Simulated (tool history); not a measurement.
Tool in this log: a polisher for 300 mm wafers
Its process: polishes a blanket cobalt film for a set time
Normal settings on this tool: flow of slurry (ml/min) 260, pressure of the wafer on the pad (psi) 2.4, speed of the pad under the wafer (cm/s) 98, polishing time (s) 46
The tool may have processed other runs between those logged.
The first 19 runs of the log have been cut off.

run,hour,flow of slurry (ml/min),pressure of the wafer on the pad (psi),speed of the pad under the wafer (cm/s),polishing time (s),wafers since the last listed run,wafers polished on this pad,hours since the slurry nozzle was cleaned,hours since the head pressure was calibrated,"incoming thickness of the incoming film, nm",film removed (Å)
# hour 1301.6: head pressure recalibrated
20,1325.2,200,2,84,40,1070,3930,473.9,23.6,769.2,1369
21,1388.7,230,1.8,128,39,802,4733,537.4,87.1,764.5,1880
22,1444.5,260,2.4,98,52,705,5439,593.2,142.9,758.5,2450
# hour 1480.7: worn pad replaced by a new one
23,1488.8,345,2.4,98,51,509,101,637.5,187.2,755.7,2385
24,1572.9,260,3,98,37,1063,1165,721.6,271.3,768.5,2174
25,1629.9,260,2.1,98,53,720,1885,778.6,328.3,767.2,2221
26,1723.3,235,3,132,62,1180,3066,872,421.7,769.5,4742
# hour 1762.7: slurry nozzle cleaned
27,1763.4,260,2.4,98,46,494,3560,0.7,461.8,769.1,2171
28,1829,260,2.4,98,46,829,4390,66.3,527.4,767.1,2163
29,1879.1,230,1.8,128,39,633,5023,116.4,577.5,769.1,1892
30,1962.8,260,2.4,88,46,1058,6081,200.1,661.2,767,1941
31,2017.1,295,2.7,84,58,686,6768,254.4,715.5,763.7,2650
# hour 2024.9: worn pad replaced by a new one
32,2075.5,180,2.7,110,33,687,639,312.8,773.9,777.5,1858
33,2183.4,225,2.4,78,46,1364,2004,420.7,881.8,771.3,1722
# hour 2229.5: head pressure recalibrated
34,2277.6,260,2.4,98,46,1165,3169,514.9,48.1,779.8,2118
35,2336,260,3.1,98,46,738,3908,573.3,106.5,765.7,2720
36,2393.1,260,2.4,116,46,721,4629,630.4,163.6,769.6,2560

Branching from run 36: 3 alternative next runs. What would each branch give?
A,2393.5,260,2.4,98,46,5,4635,630.8,164,782.1,?
B,2393.5,260,3,98,46,5,4635,630.8,164,782.1,?
C,2393.5,300,2.8,130,36,5,4635,630.8,164,782.1,?

run,film removed (Å)
A,2228
B,2712
C,2680
Without the tool's hidden state the same runs would have given:
run,film removed (Å)
A,2228
B,2712
C,2680
